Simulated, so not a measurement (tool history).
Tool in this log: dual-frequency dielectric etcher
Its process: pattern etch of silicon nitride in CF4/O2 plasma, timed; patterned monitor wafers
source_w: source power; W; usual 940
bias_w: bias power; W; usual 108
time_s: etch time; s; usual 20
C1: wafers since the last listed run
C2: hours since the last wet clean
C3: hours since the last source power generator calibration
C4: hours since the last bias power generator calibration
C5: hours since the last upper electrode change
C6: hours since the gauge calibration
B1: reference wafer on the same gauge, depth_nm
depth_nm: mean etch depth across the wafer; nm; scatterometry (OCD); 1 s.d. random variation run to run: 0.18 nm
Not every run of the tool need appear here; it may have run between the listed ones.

run 1 hour=0 | source_w=940 bias_w=108 time_s=20 | C1=0 C2=291.9 C3=3470.7 C4=1210.1 C5=2670.4 C6=278.8 | B1=57.3 | depth_nm=54.9
run 2 hour=35.6 | source_w=940 bias_w=118 time_s=20 | C1=604 C2=327.5 C3=3506.3 C4=1245.7 C5=2706 C6=314.4 | B1=57.2 | depth_nm=55.7
run 3 hour=52 | source_w=890 bias_w=108 time_s=18 | C1=278 C2=343.9 C3=3522.7 C4=1262.1 C5=2722.4 C6=330.8 | B1=57.3 | depth_nm=45.8
run 4 hour=83.5 | source_w=940 bias_w=108 time_s=20 | C1=534 C2=375.4 C3=3554.2 C4=1293.6 C5=2753.9 C6=362.3 | B1=57.2 | depth_nm=54.1
run 5 hour=118.1 | source_w=940 bias_w=108 time_s=20 | C1=587 C2=410 C3=3588.8 C4=1328.2 C5=2788.5 C6=396.9 | B1=57.2 | depth_nm=54
run 6 hour=133.6 | source_w=940 bias_w=108 time_s=20 | C1=263 C2=425.5 C3=3604.3 C4=1343.7 C5=2804 C6=412.4 | B1=57.3 | depth_nm=53.8
-- hour=169.6 source power generator calibrated
-- hour=184.4 upper electrode replaced
run 7 hour=184.9 | source_w=840 bias_w=108 time_s=20 | C1=551 C2=476.8 C3=15.3 C4=1395 C5=0.5 C6=463.7 | B1=57.2 | depth_nm=50.2
run 8 hour=187.6 | source_w=840 bias_w=88 time_s=20 | C1=45 C2=479.5 C3=18 C4=1397.7 C5=3.2 C6=466.4 | B1=57.2 | depth_nm=47.7
run 9 hour=202.8 | source_w=940 bias_w=108 time_s=20 | C1=257 C2=494.7 C3=33.2 C4=1412.9 C5=18.4 C6=481.6 | B1=57.1 | depth_nm=56.4
-- hour=228.8 wet clean of the chamber
run 10 hour=229.3 | source_w=1150 bias_w=121 time_s=16 | C1=42 C2=0.5 C3=59.7 C4=1439.4 C5=44.9 C6=508.1 | B1=57.2 | depth_nm=58.7
run 11 hour=241.9 | source_w=1010 bias_w=89 time_s=16.5 | C1=213 C2=13.1 C3=72.3 C4=1452 C5=57.5 C6=520.7 | B1=57.2 | depth_nm=49.2
run 12 hour=258.1 | source_w=940 bias_w=92 time_s=23.5 | C1=274 C2=29.3 C3=88.5 C4=1468.2 C5=73.7 C6=536.9 | B1=57.3 | depth_nm=65.3
run 13 hour=271.4 | source_w=940 bias_w=130 time_s=20 | C1=225 C2=42.6 C3=101.8 C4=1481.5 C5=87 C6=550.2 | B1=57.1 | depth_nm=60.4
run 14 hour=291.4 | source_w=940 bias_w=85 time_s=20 | C1=339 C2=62.6 C3=121.8 C4=1501.5 C5=107 C6=570.2 | B1=57.2 | depth_nm=54.5
run 15 hour=323.8 | source_w=870 bias_w=108 time_s=20 | C1=549 C2=95 C3=154.2 C4=1533.9 C5=139.4 C6=602.6 | B1=57.2 | depth_nm=52.7
run 16 hour=341.1 | source_w=940 bias_w=108 time_s=18.5 | C1=293 C2=112.3 C3=171.5 C4=1551.2 C5=156.7 C6=619.9 | B1=57.2 | depth_nm=53.3
run 17 hour=367.2 | source_w=940 bias_w=108 time_s=20 | C1=442 C2=138.4 C3=197.6 C4=1577.3 C5=182.8 C6=646 | B1=57.2 | depth_nm=57.2
run 18 hour=389.5 | source_w=940 bias_w=108 time_s=20 | C1=378 C2=160.7 C3=219.9 C4=1599.6 C5=205.1 C6=668.3 | B1=57.2 | depth_nm=57
run 19 hour=458.1 | source_w=940 bias_w=115 time_s=21.5 | C1=1164 C2=229.3 C3=288.5 C4=1668.2 C5=273.7 C6=736.9 | B1=57.2 | depth_nm=62.1
run 20 hour=487.1 | source_w=700 bias_w=108 time_s=23.5 | C1=492 C2=258.3 C3=317.5 C4=1697.2 C5=302.7 C6=765.9 | B1=57.1 | depth_nm=48.3
run 21 hour=502.8 | source_w=940 bias_w=108 time_s=20 | C1=266 C2=274 C3=333.2 C4=1712.9 C5=318.4 C6=781.6 | B1=57.3 | depth_nm=56.7
-- hour=515.3 bias power generator calibrated
run 22 hour=536 | source_w=760 bias_w=101 time_s=20 | C1=495 C2=307.2 C3=366.4 C4=20.7 C5=351.6 C6=814.8 | B1=57.2 | depth_nm=44.2
-- hour=565.1 gauge calibrated
run 23 hour=589.9 | source_w=790 bias_w=108 time_s=20 | C1=914 C2=361.1 C3=420.3 C4=74.6 C5=405.5 C6=24.8 | B1=57.2 | depth_nm=46.5
run 24 hour=621.7 | source_w=1050 bias_w=83 time_s=23 | C1=539 C2=392.9 C3=452.1 C4=106.4 C5=437.3 C6=56.6 | B1=57.2 | depth_nm=68.6
run 25 hour=707.9 | source_w=940 bias_w=122 time_s=14.5 | C1=1462 C2=479.1 C3=538.3 C4=192.6 C5=523.5 C6=142.8 | B1=57.2 | depth_nm=41.4
run 26 hour=721.6 | source_w=700 bias_w=101 time_s=22 | C1=232 C2=492.8 C3=552 C4=206.3 C5=537.2 C6=156.5 | B1=57.2 | depth_nm=43.3
-- hour=747 wet clean of the chamber
run 27 hour=753.7 | source_w=940 bias_w=114 time_s=20 | C1=137 C2=6.7 C3=584.1 C4=238.4 C5=569.3 C6=188.6 | B1=57.2 | depth_nm=58.4
run 28 hour=773.7 | source_w=740 bias_w=82 time_s=24.5 | C1=339 C2=26.7 C3=604.1 C4=258.4 C5=589.3 C6=208.6 | B1=57.2 | depth_nm=51
run 29 hour=805.3 | source_w=940 bias_w=108 time_s=20 | C1=536 C2=58.3 C3=635.7 C4=290 C5=620.9 C6=240.2 | B1=57.2 | depth_nm=57.6

5 ways to go on from here, each from the tool as it stands after run 29. What would each give?
run A hour=805.7 | source_w=940 bias_w=108 time_s=20 | C1=6 C2=58.7 C3=636.1 C4=290.4 C5=621.3 C6=240.6 | B1=? | depth_nm=?
run B hour=805.7 | source_w=1060 bias_w=122 time_s=17.5 | C1=6 C2=58.7 C3=636.1 C4=290.4 C5=621.3 C6=240.6 | B1=? | depth_nm=?
run C hour=805.7 | source_w=940 bias_w=108 time_s=25.5 | C1=6 C2=58.7 C3=636.1 C4=290.4 C5=621.3 C6=240.6 | B1=? | depth_nm=?
run D hour=805.7 | source_w=1010 bias_w=82 time_s=16.5 | C1=6 C2=58.7 C3=636.1 C4=290.4 C5=621.3 C6=240.6 | B1=? | depth_nm=?
run E hour=805.7 | source_w=1170 bias_w=125 time_s=14 | C1=6 C2=58.7 C3=636.1 C4=290.4 C5=621.3 C6=240.6 | B1=? | depth_nm=?

run=A B1=57.2 depth_nm=57.8
run=B B1=57.2 depth_nm=59.2
run=C B1=57.2 depth_nm=73.8
run=D B1=57.2 depth_nm=48.4
run=E B1=57.2 depth_nm=52.7
What these runs would have given with no unlogged condition in the tool:
run=A depth_nm=57.6
run=B depth_nm=58.9
run=C depth_nm=73.4
run=D depth_nm=48.2
run=E depth_nm=52.5
